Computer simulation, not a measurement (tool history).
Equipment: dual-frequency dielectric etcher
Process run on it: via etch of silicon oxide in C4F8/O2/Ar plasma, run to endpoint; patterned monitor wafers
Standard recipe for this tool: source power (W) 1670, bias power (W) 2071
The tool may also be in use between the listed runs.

| run | hour | source power (W) | bias power (W) | incoming incoming film thickness, nm | endpoint time (s) |
|---|---|---|---|---|---|
| 1 | 0 | 1670 | 1711 | 980.2 | 210.8 |
| 2 | 29.8 | 1400 | 2071 | 981.9 | 216.7 |
| 3 | 118 | 1400 | 2071 | 980.4 | 219.9 |
| 4 | 149.6 | 1670 | 2071 | 985.8 | 211.7 |
| 5 | 181.2 | 1670 | 2071 | 978.7 | 207.4 |
|  | 215.6 | wet clean of the chamber |
| 6 | 216.1 | 1670 | 2071 | 993 | 200.4 |
| 7 | 216.5 | 1490 | 2071 | 998 | 211.2 |
| 8 | 238.8 | 1670 | 2071 | 981.9 | 198.1 |
| 9 | 266.7 | 1670 | 2071 | 981.3 | 199.7 |
| 10 | 282.1 | 1670 | 2071 | 983.1 | 202.7 |
| 11 | 303.9 | 1670 | 2237 | 975.4 | 198.8 |
| 12 | 330.3 | 1670 | 2237 | 984.4 | 200.4 |
| 13 | 347 | 1670 | 2237 | 983.3 | 199.2 |
| 14 | 363.7 | 1670 | 2071 | 981.6 | 203.5 |
| 15 | 375.7 | 1470 | 2359 | 987.3 | 207.1 |
|  | 426.2 | upper electrode replaced |
| 16 | 426.7 | 1470 | 2359 | 980.3 | 207.8 |
| 17 | 430.5 | 1670 | 2071 | 975.5 | 205 |
|  | 484.6 | source power generator calibrated |
|  | 519.1 | bias power generator calibrated |
| 18 | 526.9 | 1400 | 2071 | 984.6 | 220 |
| 19 | 561.6 | 1470 | 1901 | 989.5 | 221.5 |
|  | 593.5 | wet clean of the chamber |
| 20 | 594 | 1670 | 2582 | 981.4 | 192.9 |
| 21 | 615.7 | 1670 | 2071 | 983.8 | 203.8 |
| 22 | 649.6 | 1910 | 2071 | 974.4 | 192.6 |
| 23 | 684.8 | 1670 | 2489 | 980 | 197.8 |
| 24 | 708.8 | 1670 | 2071 | 981.8 | 204.2 |
| 25 | 735.4 | 2080 | 2550 | 979 | 184.3 |
| 26 | 747.5 | 1430 | 2512 | 976.6 | 207.9 |
| 27 | 761.5 | 1990 | 2444 | 986.7 | 190.3 |

For run 28, what comes out?
| 28 | 790.8 | 1520 | 2545 | 980.3 | ? |

{"run 28": {"endpoint time (s)": 205.9}}
Take away the tool's hidden state, keep the run-to-run variation as it was, and the same run would have given endpoint time (s) 200.7.

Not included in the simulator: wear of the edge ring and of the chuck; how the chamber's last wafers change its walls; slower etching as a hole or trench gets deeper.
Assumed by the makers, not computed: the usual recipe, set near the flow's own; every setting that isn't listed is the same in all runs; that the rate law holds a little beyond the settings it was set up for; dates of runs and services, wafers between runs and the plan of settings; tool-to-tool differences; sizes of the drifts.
